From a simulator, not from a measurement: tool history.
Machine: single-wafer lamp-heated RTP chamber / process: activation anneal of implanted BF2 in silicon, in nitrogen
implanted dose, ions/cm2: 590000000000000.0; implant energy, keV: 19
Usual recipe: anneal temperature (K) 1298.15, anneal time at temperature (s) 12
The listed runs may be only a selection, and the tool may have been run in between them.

run   hour  anneal temperature (K)  anneal time at temperature (s)  wafers since the last listed run  wafers since the last pyrometer calibration  wafers since the reflector plate was cleaned  hours since the gauge calibration  read-back reference wafer on the same gauge, sheet resistance  sheet resistance of the implanted and annealed layer (ohm/square)
  1    0.0                 1298.15                              12                                 0                                         2458                                          7792                               94.5                                                         270.68                                                             241.36
  2   12.3                 1298.15                              14                               189                                         2647                                          7981                              106.8                                                         270.77                                                             240.47
  3   24.0                 1298.15                              12                               180                                         2827                                          8161                              118.5                                                         271.01                                                             239.42
  4   40.2                 1298.15                              12                               249                                         3076                                          8411                              134.7                                                         270.86                                                             241.10
  5   49.7                 1298.15                              12                               146                                         3223                                          8557                              144.2                                                         271.23                                                             240.88
  6   64.8                 1298.15                              17                               232                                         3455                                          8789                              159.3                                                         271.18                                                             237.37
  7   79.7                 1298.15                              17                               229                                         3684                                          9018                              174.2                                                         270.88                                                             235.05
  8   96.3                 1298.15                              17                               255                                         3939                                          9274                              190.8                                                         270.93                                                             236.14
  9  112.1                 1298.15                              12                               243                                         4183                                          9517                              206.6                                                         271.15                                                             241.12
 10  121.2                 1286.15                               8                               140                                         4323                                          9657                              215.7                                                         271.00                                                             254.29
 11  129.0                 1298.15                              12                               120                                         4443                                          9777                              223.5                                                         271.03                                                             241.98
 12  142.5                 1286.15                               8                               207                                         4650                                          9984                              237.0                                                         271.32                                                             253.82
     145.4  -- gauge calibrated
 13  158.9                 1298.15                              10                               252                                         4903                                         10237                               13.5                                                         270.99                                                             244.13
     174.8  -- reflector plate cleaned
     183.3  -- pyrometer window cleaned and pyrometer calibrated
 14  183.8                 1308.15                               5                               136                                            7                                            14                               38.4                                                         271.23                                                             246.27
 15  184.2                 1281.15                              14                                 6                                           13                                            20                               38.8                                                         270.92                                                             249.28

Run 16 comes next. What will it give?
 16  199.8                 1269.15                              12                               240                                          253                                           260                               54.4                                                              ?                                                                  ?

Run 16 came out at read-back reference wafer on the same gauge, sheet resistance 271.07, sheet resistance of the implanted and annealed layer (ohm/square) 260.59.
With no hidden state in the tool, this same run would have given sheet resistance of the implanted and annealed layer (ohm/square) 260.59.
